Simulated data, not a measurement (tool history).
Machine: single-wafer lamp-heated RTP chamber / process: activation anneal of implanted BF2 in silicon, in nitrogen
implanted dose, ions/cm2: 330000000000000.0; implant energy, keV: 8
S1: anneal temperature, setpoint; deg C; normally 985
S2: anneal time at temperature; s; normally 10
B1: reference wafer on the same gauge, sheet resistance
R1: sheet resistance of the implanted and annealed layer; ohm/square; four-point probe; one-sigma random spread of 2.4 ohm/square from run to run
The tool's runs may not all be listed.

run 1 day=0 | S1=985 S2=10 | B1=400.41 | R1=436.88
run 2 day=0.767 | S1=985 S2=10 | B1=399.52 | R1=433.52
-- day=0.775 gauge calibrated
run 3 day=1.283 | S1=985 S2=10 | B1=400.4 | R1=431.38
run 4 day=2.588 | S1=1003 S2=8 | B1=399.71 | R1=407.68
run 5 day=3.35 | S1=985 S2=10 | B1=399.93 | R1=423.87
run 6 day=4.75 | S1=985 S2=10 | B1=399.77 | R1=418.82
run 7 day=5.55 | S1=1002 S2=10 | B1=399.59 | R1=398.71
-- day=6.4 pyrometer window cleaned and pyrometer calibrated
run 8 day=6.8 | S1=1002 S2=10 | B1=399.89 | R1=407.4
run 9 day=7.921 | S1=1003 S2=10 | B1=400.04 | R1=405.13
run 10 day=9.008 | S1=1003 S2=10 | B1=399.87 | R1=402.03
run 11 day=10.412 | S1=985 S2=7 | B1=400.74 | R1=434.64
run 12 day=11.725 | S1=985 S2=7 | B1=399.92 | R1=430.97
run 13 day=12.254 | S1=985 S2=7 | B1=399.53 | R1=432.34
run 14 day=12.875 | S1=958 S2=13 | B1=399.87 | R1=463.44
run 15 day=13.558 | S1=985 S2=10 | B1=400.79 | R1=419.28
-- day=14.65 reflector plate cleaned
-- day=15.629 pyrometer window cleaned and pyrometer calibrated
run 16 day=16.238 | S1=1013 S2=7 | B1=400.49 | R1=409.13
run 17 day=16.95 | S1=985 S2=5 | B1=398.96 | R1=462.02
run 18 day=17.512 | S1=1012 S2=6 | B1=399.56 | R1=411.9
run 19 day=18.633 | S1=1002 S2=7 | B1=398.99 | R1=414.79
run 20 day=19.496 | S1=966 S2=13 | B1=399.83 | R1=460.78
run 21 day=20.712 | S1=985 S2=10 | B1=400.2 | R1=427.16
run 22 day=21.746 | S1=970 S2=14 | B1=399.54 | R1=439.75
run 23 day=22.629 | S1=1013 S2=10 | B1=399.97 | R1=389.94
run 24 day=23.362 | S1=966 S2=15 | B1=399.58 | R1=437.79
-- day=23.929 gauge calibrated
-- day=24 pyrometer window cleaned and pyrometer calibrated
run 25 day=24.021 | S1=985 S2=10 | B1=399.06 | R1=432.56
run 26 day=24.696 | S1=963 S2=8 | B1=400.31 | R1=488.83
run 27 day=25.296 | S1=1001 S2=10 | B1=400.48 | R1=407.65
run 28 day=26.575 | S1=985 S2=15 | B1=400.59 | R1=411.93
run 29 day=27.162 | S1=985 S2=10 | B1=399.91 | R1=432.09
run 30 day=27.738 | S1=961 S2=8 | B1=400.04 | R1=484.47
run 31 day=28.683 | S1=958 S2=6 | B1=399.81 | R1=496.23
run 32 day=29.525 | S1=1001 S2=8 | B1=400.27 | R1=407.26
run 33 day=30.062 | S1=985 S2=10 | B1=400.13 | R1=421.97
run 34 day=31.133 | S1=959 S2=12 | B1=399.98 | R1=462.02
-- day=31.596 pyrometer window cleaned and pyrometer calibrated
run 35 day=32.542 | S1=985 S2=6 | B1=400.05 | R1=446.53
run 36 day=33.942 | S1=999 S2=6 | B1=399.95 | R1=422.49

Predict each of these 5 candidate next runs independently; none follows another, all start after run 36:
run A day=33.958 | S1=965 S2=10 | B1=? | R1=?
run B day=33.958 | S1=956 S2=10 | B1=? | R1=?
run C day=33.958 | S1=957 S2=7 | B1=? | R1=?
run D day=33.958 | S1=1003 S2=15 | B1=? | R1=?
run E day=33.958 | S1=996 S2=15 | B1=? | R1=?

run=A B1=399.53 R1=468.59
run=B B1=399.53 R1=492.53
run=C B1=399.53 R1=502.3
run=D B1=399.53 R1=391.76
run=E B1=399.53 R1=399.63
Stripped of hidden state, with their random variation kept, the same runs would have yielded:
run=A R1=494.05
run=B R1=521.95
run=C R1=531.36
run=D R1=402.74
run=E R1=412.24

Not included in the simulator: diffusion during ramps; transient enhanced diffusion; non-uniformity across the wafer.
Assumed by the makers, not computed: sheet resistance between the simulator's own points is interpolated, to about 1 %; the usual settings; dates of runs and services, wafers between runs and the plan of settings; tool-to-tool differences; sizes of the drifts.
